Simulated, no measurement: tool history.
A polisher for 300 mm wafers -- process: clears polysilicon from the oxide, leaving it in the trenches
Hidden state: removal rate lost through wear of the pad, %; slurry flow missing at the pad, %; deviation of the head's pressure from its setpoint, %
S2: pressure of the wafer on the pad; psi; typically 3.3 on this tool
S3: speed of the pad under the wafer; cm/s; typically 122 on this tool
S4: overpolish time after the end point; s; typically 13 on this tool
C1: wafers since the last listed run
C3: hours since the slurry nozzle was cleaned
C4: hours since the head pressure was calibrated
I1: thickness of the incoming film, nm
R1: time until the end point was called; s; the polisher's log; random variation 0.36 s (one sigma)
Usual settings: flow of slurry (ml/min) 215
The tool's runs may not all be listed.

run 1 day=0.000 | flow_of_slurry_(ml/min)=215 S2=2.4 S3=122 S4=13 | C1=0 wafers_polished_on_this_pad=497 C3=362.1 C4=1037.3 | I1=399.9 | R1=29.0
run 2 day=1.438 | flow_of_slurry_(ml/min)=215 S2=3.3 S3=92 S4=13 | C1=532 wafers_polished_on_this_pad=1029 C3=396.6 C4=1071.8 | I1=407.6 | R1=26.8
run 3 day=2.408 | flow_of_slurry_(ml/min)=215 S2=3.3 S3=92 S4=13 | C1=359 wafers_polished_on_this_pad=1389 C3=419.9 C4=1095.1 | I1=395.9 | R1=26.2
run 4 day=3.308 | flow_of_slurry_(ml/min)=215 S2=3.3 S3=146 S4=13 | C1=333 wafers_polished_on_this_pad=1723 C3=441.5 C4=1116.7 | I1=397.7 | R1=18.5
run 5 day=4.350 | flow_of_slurry_(ml/min)=215 S2=3.3 S3=122 S4=13 | C1=386 wafers_polished_on_this_pad=2109 C3=466.5 C4=1141.7 | I1=399.9 | R1=22.4
-- day=6.100 worn pad replaced by a new one
run 6 day=7.338 | flow_of_slurry_(ml/min)=215 S2=3.3 S3=122 S4=13 | C1=1045 wafers_polished_on_this_pad=458 C3=538.2 C4=1213.4 | I1=392.8 | R1=19.5
run 7 day=8.058 | flow_of_slurry_(ml/min)=215 S2=3.3 S3=122 S4=13 | C1=267 wafers_polished_on_this_pad=726 C3=555.5 C4=1230.7 | I1=403.6 | R1=21.9
run 8 day=8.804 | flow_of_slurry_(ml/min)=215 S2=3.3 S3=122 S4=13 | C1=276 wafers_polished_on_this_pad=1002 C3=573.4 C4=1248.6 | I1=401.1 | R1=21.6
run 9 day=9.983 | flow_of_slurry_(ml/min)=215 S2=3.3 S3=122 S4=13 | C1=436 wafers_polished_on_this_pad=1439 C3=601.7 C4=1276.9 | I1=397.3 | R1=21.6
run 10 day=10.633 | flow_of_slurry_(ml/min)=215 S2=3.3 S3=122 S4=13 | C1=240 wafers_polished_on_this_pad=1680 C3=617.3 C4=1292.5 | I1=395.3 | R1=21.7
run 11 day=11.329 | flow_of_slurry_(ml/min)=215 S2=3.3 S3=122 S4=13 | C1=257 wafers_polished_on_this_pad=1938 C3=634.0 C4=1309.2 | I1=401.0 | R1=22.3
run 12 day=12.288 | flow_of_slurry_(ml/min)=215 S2=3.3 S3=122 S4=13 | C1=355 wafers_polished_on_this_pad=2293 C3=657.0 C4=1332.2 | I1=400.5 | R1=22.3
-- day=13.096 worn pad replaced by a new one
run 13 day=13.117 | flow_of_slurry_(ml/min)=215 S2=4.1 S3=122 S4=13 | C1=245 wafers_polished_on_this_pad=8 C3=676.9 C4=1352.1 | I1=402.4 | R1=16.3
run 14 day=13.992 | flow_of_slurry_(ml/min)=215 S2=3.3 S3=122 S4=13 | C1=324 wafers_polished_on_this_pad=332 C3=697.9 C4=1373.1 | I1=406.8 | R1=21.6
run 15 day=14.692 | flow_of_slurry_(ml/min)=215 S2=4.5 S3=122 S4=13 | C1=259 wafers_polished_on_this_pad=591 C3=714.7 C4=1389.9 | I1=400.5 | R1=16.2
run 16 day=16.033 | flow_of_slurry_(ml/min)=195 S2=3.8 S3=160 S4=13 | C1=497 wafers_polished_on_this_pad=1089 C3=746.9 C4=1422.1 | I1=400.1 | R1=15.6
run 17 day=16.996 | flow_of_slurry_(ml/min)=255 S2=3.3 S3=122 S4=13 | C1=356 wafers_polished_on_this_pad=1445 C3=770.0 C4=1445.2 | I1=396.3 | R1=21.4
-- day=17.754 slurry nozzle cleaned
run 18 day=18.425 | flow_of_slurry_(ml/min)=215 S2=3.3 S3=122 S4=13 | C1=514 wafers_polished_on_this_pad=1960 C3=16.1 C4=1479.5 | I1=400.6 | R1=22.5
run 19 day=19.017 | flow_of_slurry_(ml/min)=215 S2=3.3 S3=122 S4=15 | C1=219 wafers_polished_on_this_pad=2179 C3=30.3 C4=1493.7 | I1=403.3 | R1=22.9
-- day=19.246 head pressure recalibrated
-- day=19.808 worn pad replaced by a new one
run 20 day=20.388 | flow_of_slurry_(ml/min)=215 S2=4.5 S3=148 S4=19 | C1=415 wafers_polished_on_this_pad=215 C3=63.2 C4=27.4 | I1=398.5 | R1=12.9
run 21 day=20.938 | flow_of_slurry_(ml/min)=215 S2=3.3 S3=100 S4=13 | C1=203 wafers_polished_on_this_pad=419 C3=76.4 C4=40.6 | I1=399.8 | R1=24.4
run 22 day=22.121 | flow_of_slurry_(ml/min)=215 S2=3.3 S3=122 S4=13 | C1=438 wafers_polished_on_this_pad=857 C3=104.8 C4=69.0 | I1=400.8 | R1=20.4
run 23 day=26.558 | flow_of_slurry_(ml/min)=195 S2=3.3 S3=156 S4=13 | C1=1644 wafers_polished_on_this_pad=2502 C3=211.3 C4=175.5 | I1=401.5 | R1=18.3
-- day=27.238 worn pad replaced by a new one
run 24 day=27.321 | flow_of_slurry_(ml/min)=215 S2=3.3 S3=122 S4=13 | C1=220 wafers_polished_on_this_pad=30 C3=229.6 C4=193.8 | I1=403.5 | R1=20.7
run 25 day=28.996 | flow_of_slurry_(ml/min)=215 S2=3.3 S3=122 S4=13 | C1=620 wafers_polished_on_this_pad=651 C3=269.8 C4=234.0 | I1=399.5 | R1=21.2
run 26 day=33.467 | flow_of_slurry_(ml/min)=215 S2=3.3 S3=122 S4=10 | C1=1656 wafers_polished_on_this_pad=2308 C3=377.1 C4=341.3 | I1=394.6 | R1=21.7
run 27 day=34.150 | flow_of_slurry_(ml/min)=215 S2=3.3 S3=122 S4=19 | C1=253 wafers_polished_on_this_pad=2561 C3=393.5 C4=357.7 | I1=403.5 | R1=21.8
run 28 day=34.846 | flow_of_slurry_(ml/min)=215 S2=3.7 S3=122 S4=13 | C1=257 wafers_polished_on_this_pad=2819 C3=410.2 C4=374.4 | I1=399.7 | R1=19.6

Each row is a separate what-if for the run after 28, all from the same tool condition, not one after another. Results?
run A day=34.862 | flow_of_slurry_(ml/min)=215 S2=2.2 S3=122 S4=13 | C1=3 wafers_polished_on_this_pad=2823 C3=410.6 C4=374.8 | I1=400.6 | R1=?
run B day=34.862 | flow_of_slurry_(ml/min)=260 S2=2.1 S3=96 S4=10 | C1=3 wafers_polished_on_this_pad=2823 C3=410.6 C4=374.8 | I1=400.6 | R1=?
run C day=34.862 | flow_of_slurry_(ml/min)=170 S2=2.4 S3=122 S4=9 | C1=3 wafers_polished_on_this_pad=2823 C3=410.6 C4=374.8 | I1=400.6 | R1=?
run D day=34.862 | flow_of_slurry_(ml/min)=215 S2=3.3 S3=144 S4=13 | C1=3 wafers_polished_on_this_pad=2823 C3=410.6 C4=374.8 | I1=400.6 | R1=?

run=A R1=33.2
run=B R1=40.5
run=C R1=31.5
run=D R1=19.5
With the hidden condition removed and each run's random variation left untouched, the same runs would have given:
run=A R1=30.4
run=B R1=37.0
run=C R1=28.9
run=D R1=17.8
